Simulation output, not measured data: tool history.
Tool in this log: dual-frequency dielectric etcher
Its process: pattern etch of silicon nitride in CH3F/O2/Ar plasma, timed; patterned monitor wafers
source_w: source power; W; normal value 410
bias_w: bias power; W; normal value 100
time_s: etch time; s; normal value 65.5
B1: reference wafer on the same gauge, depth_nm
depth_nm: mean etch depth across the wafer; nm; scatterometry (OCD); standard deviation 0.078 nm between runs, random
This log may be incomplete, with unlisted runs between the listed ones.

Run 1, hour 0.0: usual settings; B1 55.8. Result: depth_nm 52.2 nm.
Run 2, hour 15.6: usual settings; B1 55.8. Result: depth_nm 52.1 nm.
Run 3, hour 32.2: usual settings but time_s 74.0 s; B1 55.8. Result: depth_nm 59.0 nm.
Run 4, hour 42.3: usual settings but time_s 74.0 s; B1 55.8. Result: depth_nm 59.1 nm.
Run 5, hour 57.4: usual settings but time_s 74.0 s; B1 55.8. Result: depth_nm 59.0 nm.
At hour 82.1: upper electrode replaced.
Run 6, hour 82.6: usual settings; B1 55.8. Result: depth_nm 52.2 nm.
Run 7, hour 83.3: usual settings; B1 55.8. Result: depth_nm 52.2 nm.
Run 8, hour 100.3: usual settings but source_w 440 W, bias_w 86 W; B1 55.8. Result: depth_nm 50.9 nm.
At hour 107.1: source power generator calibrated.
Run 9, hour 107.9: usual settings but bias_w 108 W; B1 55.8. Result: depth_nm 53.5 nm.
Run 10, hour 115.5: usual settings but bias_w 116 W; B1 55.8. Result: depth_nm 54.9 nm.
Run 11, hour 128.3: usual settings but source_w 470 W; B1 55.8. Result: depth_nm 54.3 nm.
At hour 137.2: bias power generator calibrated.
Run 12, hour 138.9: usual settings; B1 55.8. Result: depth_nm 52.3 nm.
Run 13, hour 178.6: usual settings but source_w 320 W, bias_w 111 W, time_s 77.0 s; B1 55.8. Result: depth_nm 59.7 nm.
Run 14, hour 189.8: usual settings but source_w 320 W, bias_w 87 W, time_s 57.0 s; B1 55.8. Result: depth_nm 41.1 nm.
At hour 217.7: wet clean of the chamber.
Run 15, hour 218.2: usual settings but time_s 84.5 s; B1 55.8. Result: depth_nm 66.7 nm.
Run 16, hour 218.5: usual settings but bias_w 118 W, time_s 74.0 s; B1 55.8. Result: depth_nm 61.6 nm.
Run 17, hour 223.5: usual settings; B1 55.8. Result: depth_nm 51.8 nm.
Run 18, hour 237.1: usual settings; B1 55.8. Result: depth_nm 51.8 nm.
Run 19, hour 254.8: usual settings but time_s 76.0 s; B1 55.8. Result: depth_nm 60.2 nm.
Run 20, hour 263.4: usual settings; B1 55.8. Result: depth_nm 51.8 nm.
Run 21, hour 270.0: usual settings but source_w 490 W, time_s 73.5 s; B1 55.8. Result: depth_nm 61.0 nm.
Run 22, hour 286.0: usual settings; B1 55.8. Result: depth_nm 51.8 nm.
Run 23, hour 295.5: usual settings but source_w 320 W, bias_w 111 W, time_s 52.5 s; B1 55.8. Result: depth_nm 40.4 nm.

Expected results for the next run?
Run 24, hour 311.5: usual settings but source_w 360 W, bias_w 119 W, time_s 47.0 s; B1 ?. Result: depth_nm ?.

Logged for run 24: B1 55.8, depth_nm 38.0 nm.
The same run, on a tool lacking any hidden state, would have yielded depth_nm 38.0 nm.

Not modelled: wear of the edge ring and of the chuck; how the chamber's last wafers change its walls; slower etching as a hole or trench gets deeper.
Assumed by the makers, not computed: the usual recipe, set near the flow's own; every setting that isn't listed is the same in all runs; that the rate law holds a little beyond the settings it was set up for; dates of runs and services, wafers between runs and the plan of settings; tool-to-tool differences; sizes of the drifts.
